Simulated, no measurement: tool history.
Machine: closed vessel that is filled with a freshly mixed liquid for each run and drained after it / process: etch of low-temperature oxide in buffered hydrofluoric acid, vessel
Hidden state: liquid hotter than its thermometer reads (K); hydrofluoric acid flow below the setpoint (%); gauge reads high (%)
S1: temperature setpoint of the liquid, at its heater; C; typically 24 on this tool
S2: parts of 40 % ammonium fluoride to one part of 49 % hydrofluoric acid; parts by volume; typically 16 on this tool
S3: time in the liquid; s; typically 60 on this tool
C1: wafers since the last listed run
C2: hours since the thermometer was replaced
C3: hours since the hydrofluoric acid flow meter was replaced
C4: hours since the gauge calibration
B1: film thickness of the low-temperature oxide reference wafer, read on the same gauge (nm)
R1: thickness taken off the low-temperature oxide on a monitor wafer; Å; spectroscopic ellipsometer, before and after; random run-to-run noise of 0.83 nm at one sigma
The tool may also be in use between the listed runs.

| run | hour | S1 | S2 | S3 | C1 | C2 | C3 | C4 | B1 | R1 |
|---|---|---|---|---|---|---|---|---|---|---|
| 1 | 0 | 24 | 16 | 60 | 0 | 83.7 | 37.3 | 644.2 | 100 | 1241.9 |
| 2 | 46.2 | 24 | 16 | 60 | 2970 | 129.9 | 83.5 | 690.4 | 99.98 | 1232.1 |
| 3 | 139.3 | 24 | 16 | 35 | 5985 | 223 | 176.6 | 783.5 | 100.04 | 711.6 |
| 4 | 204.8 | 24 | 20.5 | 60 | 4211 | 288.5 | 242.1 | 849 | 100.01 | 974.7 |
| 5 | 526.5 | 24 | 20.5 | 60 | 20683 | 610.2 | 563.8 | 1170.7 | 100 | 957.5 |
| 6 | 579.7 | 24 | 20.5 | 60 | 3420 | 663.4 | 617 | 1223.9 | 99.98 | 954.1 |
|  | 596.2 | hydrofluoric acid flow meter replaced |
| 7 | 628.5 | 24 | 16 | 60 | 3073 | 712.2 | 32.3 | 1272.7 | 100.02 | 1133.3 |
| 8 | 713.9 | 26 | 16 | 35 | 5490 | 797.6 | 117.7 | 1358.1 | 100.01 | 734.2 |
| 9 | 779.8 | 26 | 16 | 35 | 4236 | 863.5 | 183.6 | 1424 | 99.99 | 723.5 |
| 10 | 828.3 | 24 | 16 | 60 | 3118 | 912 | 232.1 | 1472.5 | 100.03 | 1117.8 |
| 11 | 904 | 24 | 16 | 60 | 4867 | 987.7 | 307.8 | 1548.2 | 100 | 1109.8 |
| 12 | 940.3 | 24 | 16 | 60 | 2333 | 1024 | 344.1 | 1584.5 | 99.97 | 1110.3 |
|  | 1011.1 | hydrofluoric acid flow meter replaced, repeated, since the last time left the tool worse |
| 13 | 1213.9 | 24 | 16 | 60 | 17526 | 1297.6 | 202.8 | 1858.1 | 99.97 | 1216.1 |
| 14 | 1277.7 | 24 | 14 | 75 | 4101 | 1361.4 | 266.6 | 1921.9 | 99.99 | 1729.6 |
| 15 | 1326.4 | 22.5 | 14 | 35 | 3131 | 1410.1 | 315.3 | 1970.6 | 99.98 | 742.9 |
| 16 | 1369 | 24 | 11 | 60 | 2738 | 1452.7 | 357.9 | 2013.2 | 99.99 | 1740.6 |
|  | 1439.1 | gauge calibrated |
| 17 | 1449.7 | 27 | 13.5 | 75 | 5188 | 1533.4 | 438.6 | 10.6 | 100.01 | 2085.9 |
| 18 | 1500.1 | 25.5 | 13.5 | 60 | 3240 | 1583.8 | 489 | 61 | 100.01 | 1547.1 |
| 19 | 1564.9 | 21 | 19.5 | 45 | 4166 | 1648.6 | 553.8 | 125.8 | 100.02 | 628.7 |
| 20 | 1604.4 | 20.5 | 14 | 30 | 2539 | 1688.1 | 593.3 | 165.3 | 100.01 | 555.4 |
| 21 | 1647.2 | 27 | 13 | 30 | 2751 | 1730.9 | 636.1 | 208.1 | 100.02 | 856 |
|  | 1706.8 | hydrofluoric acid flow meter replaced |
| 22 | 1742 | 28.5 | 16 | 80 | 6030 | 1825.7 | 35.2 | 302.9 | 100.01 | 2075.6 |
| 23 | 1805.1 | 21 | 19 | 30 | 4056 | 1888.8 | 98.3 | 366 | 100.01 | 439.6 |
|  | 1829.7 | thermometer replaced |
| 24 | 1872.1 | 24 | 16 | 60 | 4243 | 42.4 | 165.3 | 433 | 99.98 | 1206.2 |
| 25 | 1935.7 | 24 | 16 | 60 | 4089 | 106 | 228.9 | 496.6 | 99.97 | 1222.8 |
| 26 | 2034.1 | 19.5 | 16 | 45 | 6326 | 204.4 | 327.3 | 595 | 99.96 | 700.2 |
| 27 | 2140.2 | 26.5 | 19.5 | 75 | 6821 | 310.5 | 433.4 | 701.1 | 100 | 1416.6 |
| 28 | 2230.7 | 25.5 | 13.5 | 70 | 5818 | 401 | 523.9 | 791.6 | 100 | 1775.6 |

Expected results for the next run?
| 29 | 2309.4 | 24 | 16 | 60 | 5059 | 479.7 | 602.6 | 870.3 | ? | ? |

B1: 100
R1: 1160.7 Å
If the tool had no hidden condition, the same run with the same run-to-run variation would have returned R1 1223 Å.

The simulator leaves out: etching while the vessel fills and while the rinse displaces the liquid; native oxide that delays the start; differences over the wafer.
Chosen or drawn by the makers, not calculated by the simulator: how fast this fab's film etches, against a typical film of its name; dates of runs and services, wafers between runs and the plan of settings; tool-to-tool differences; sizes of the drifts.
